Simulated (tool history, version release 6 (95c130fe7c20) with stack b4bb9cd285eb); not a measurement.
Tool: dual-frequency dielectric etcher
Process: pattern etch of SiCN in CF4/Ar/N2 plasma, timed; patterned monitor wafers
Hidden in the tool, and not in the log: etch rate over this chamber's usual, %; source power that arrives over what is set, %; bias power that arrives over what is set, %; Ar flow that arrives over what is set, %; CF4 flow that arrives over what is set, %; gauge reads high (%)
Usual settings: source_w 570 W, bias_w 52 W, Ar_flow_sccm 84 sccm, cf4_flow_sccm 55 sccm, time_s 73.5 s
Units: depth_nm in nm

run,hour,source_w,bias_w,Ar_flow_sccm,cf4_flow_sccm,time_s,wafers since the last listed run,hours since the last wet clean,hours since the last source power generator calibration,hours since the last bias power generator calibration,hours since the last Ar flow controller change,hours since the last CF4 flow controller change,hours since the last upper electrode change,hours since the gauge calibration,"read-back reference wafer on the same gauge, depth_nm",depth_nm
1,0,570,52,84,55,73.5,0,153.3,1886.8,3291,2275.4,2802.2,1474.8,70.2,72.1,77.7
2,14.1,570,52,84,55,73.5,121,167.4,1900.9,3305.1,2289.5,2816.3,1488.9,84.3,72.1,77.9
3,31.5,570,52,84,55,73.5,149,184.8,1918.3,3322.5,2306.9,2833.7,1506.3,101.7,72.1,78.3
4,56.6,570,52,71,55,73.5,215,209.9,1943.4,3347.6,2332,2858.8,1531.4,126.8,72.2,81.3
5,76.8,570,52,71,55,73.5,173,230.1,1963.6,3367.8,2352.2,2879,1551.6,147,72.2,81.8
6,110.8,570,52,71,55,73.5,292,264.1,1997.6,3401.8,2386.2,2913,1585.6,181,72.3,81.6
7,129.8,570,52,84,55,73.5,163,283.1,2016.6,3420.8,2405.2,2932,1604.6,200,72.4,78.1
# hour 140.8: Ar flow controller replaced
8,143,570,52,84,55,73.5,61,296.3,2029.8,3434,2.2,2945.2,1617.8,213.2,72.3,78.1
# hour 153.7: source power generator calibrated
9,168,570,52,84,55,73.5,180,321.3,14.3,3459,27.2,2970.2,1642.8,238.2,72.5,78.7
10,181.2,570,52,84,55,73.5,113,334.5,27.5,3472.2,40.4,2983.4,1656,251.4,72.5,78.5
11,203.5,570,47,84,55,73.5,191,356.8,49.8,3494.5,62.7,3005.7,1678.3,273.7,72.6,77
12,231.8,570,52,84,61,73.5,243,385.1,78.1,3522.8,91,3034,1706.6,302,72.8,80.4
# hour 243.1: gauge calibrated
13,252.8,570,52,84,55,73.5,180,406.1,99.1,3543.8,112,3055,1727.6,9.7,72,77.8
14,268.9,570,47,84,55,73.5,138,422.2,115.2,3559.9,128.1,3071.1,1743.7,25.8,72,76.2
# hour 297.4: upper electrode replaced
# hour 302.9: wet clean of the chamber
15,303.4,530,52,84,61,73.5,42,0.5,149.7,3594.4,162.6,3105.6,6,60.3,72.2,73.5
16,320,490,52,84,55,73.5,142,17.1,166.3,3611,179.2,3122.2,22.6,76.9,72,66.3
# hour 338.5: CF4 flow controller replaced
17,348.1,450,48,89,55,88.5,190,45.2,194.4,3639.1,207.3,9.6,50.7,105,72.1,69.7
18,368.7,570,52,84,55,56.5,177,65.8,215,3659.7,227.9,30.2,71.3,125.6,72.2,59.8
# hour 377.3: bias power generator calibrated
19,463.7,570,52,84,60,73.5,782,160.8,310,86.4,322.9,125.2,166.3,220.6,72.5,79.4
20,478.8,570,52,84,55,73.5,129,175.9,325.1,101.5,338,140.3,181.4,235.7,72.6,78.5
21,502,570,52,89,55,73.5,199,199.1,348.3,124.7,361.2,163.5,204.6,258.9,72.7,77.3

Forecast each of these 4 alternatives for the next run:
A,502.4,660,52,84,55,73.5,3,199.5,348.7,125.1,361.6,163.9,205,259.3,?,?
B,502.4,450,52,78,69,65,3,199.5,348.7,125.1,361.6,163.9,205,259.3,?,?
C,502.4,570,52,73,55,56.5,3,199.5,348.7,125.1,361.6,163.9,205,259.3,?,?
D,502.4,460,46,84,55,73.5,3,199.5,348.7,125.1,361.6,163.9,205,259.3,?,?

run,"read-back reference wafer on the same gauge, depth_nm",depth_nm
A,72.6,91.6
B,72.6,56.4
C,72.6,62.6
D,72.6,60.1
Without the tool's hidden state the same runs would have given:
run,depth_nm
A,90.9
B,56
C,62.2
D,59.7
